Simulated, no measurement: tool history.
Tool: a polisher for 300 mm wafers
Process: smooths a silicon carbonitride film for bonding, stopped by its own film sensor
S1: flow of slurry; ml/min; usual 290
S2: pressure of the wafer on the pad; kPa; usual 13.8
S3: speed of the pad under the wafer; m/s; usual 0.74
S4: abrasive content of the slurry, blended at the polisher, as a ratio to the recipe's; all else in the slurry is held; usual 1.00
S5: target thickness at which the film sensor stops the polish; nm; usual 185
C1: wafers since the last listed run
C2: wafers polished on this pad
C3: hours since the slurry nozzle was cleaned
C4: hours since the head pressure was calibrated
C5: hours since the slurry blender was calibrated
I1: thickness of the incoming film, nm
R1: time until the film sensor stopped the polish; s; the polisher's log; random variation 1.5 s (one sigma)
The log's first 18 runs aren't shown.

| run | hour | S1 | S2 | S3 | S4 | S5 | C1 | C2 | C3 | C4 | C5 | I1 | R1 |
|---|---|---|---|---|---|---|---|---|---|---|---|---|---|
| 19 | 1173.7 | 365 | 9.0 | 0.64 | 1.10 | 185 | 413 | 1585 | 214.5 | 803.6 | 173.9 | 211.4 | 200.3 |
| 20 | 1228.3 | 205 | 9.7 | 0.84 | 1.00 | 185 | 533 | 2118 | 269.1 | 858.2 | 228.5 | 206.9 | 133.9 |
| 21 | 1321.7 | 245 | 9.7 | 0.74 | 0.80 | 178 | 912 | 3030 | 362.5 | 951.6 | 321.9 | 209.8 | 229.0 |
|  | 1370.7 | head pressure recalibrated |
| 22 | 1392.5 | 290 | 13.8 | 0.74 | 0.85 | 192 | 671 | 3702 | 433.3 | 21.8 | 392.7 | 209.0 | 88.1 |
|  | 1423.4 | slurry blender recalibrated |
| 23 | 1450.5 | 215 | 13.8 | 0.88 | 1.30 | 190 | 546 | 4249 | 491.3 | 79.8 | 27.1 | 208.3 | 74.3 |
| 24 | 1510.4 | 325 | 15.9 | 0.74 | 1.00 | 185 | 584 | 4834 | 551.2 | 139.7 | 87.0 | 207.8 | 94.7 |
|  | 1515.7 | slurry nozzle cleaned |
| 25 | 1547.8 | 290 | 13.8 | 0.74 | 1.00 | 185 | 355 | 5190 | 32.1 | 177.1 | 124.4 | 209.2 | 115.4 |
|  | 1572.3 | worn pad replaced by a new one |
| 26 | 1619.6 | 290 | 13.8 | 0.74 | 1.00 | 182 | 662 | 461 | 103.9 | 248.9 | 196.2 | 211.0 | 138.1 |
| 27 | 1676.4 | 290 | 13.8 | 0.88 | 1.00 | 181 | 554 | 1016 | 160.7 | 305.7 | 253.0 | 212.4 | 130.7 |
| 28 | 1765.7 | 290 | 13.8 | 0.74 | 1.00 | 185 | 872 | 1888 | 250.0 | 395.0 | 342.3 | 212.8 | 131.6 |
| 29 | 1805.8 | 290 | 13.8 | 0.74 | 1.00 | 185 | 391 | 2279 | 290.1 | 435.1 | 382.4 | 209.8 | 118.5 |
| 30 | 1910.5 | 290 | 13.8 | 0.74 | 1.00 | 185 | 1022 | 3302 | 394.8 | 539.8 | 487.1 | 210.5 | 122.3 |

Forecast each of these 4 alternatives for the next run:
| A | 1911.0 | 385 | 13.8 | 0.74 | 1.00 | 185 | 4 | 3307 | 395.3 | 540.3 | 487.6 | 207.5 | ? |
| B | 1911.0 | 290 | 13.8 | 0.74 | 1.00 | 193 | 4 | 3307 | 395.3 | 540.3 | 487.6 | 207.5 | ? |
| C | 1911.0 | 290 | 18.6 | 0.74 | 1.25 | 185 | 4 | 3307 | 395.3 | 540.3 | 487.6 | 207.5 | ? |
| D | 1911.0 | 370 | 13.8 | 0.74 | 1.00 | 185 | 4 | 3307 | 395.3 | 540.3 | 487.6 | 207.5 | ? |

| run | R1 |
|---|---|
| A | 105.5 |
| B | 70.0 |
| C | 77.1 |
| D | 105.9 |
Without the tool's hidden state the same runs would have given:
| run | R1 |
|---|---|
| A | 104.3 |
| B | 68.8 |
| C | 75.9 |
| D | 104.6 |
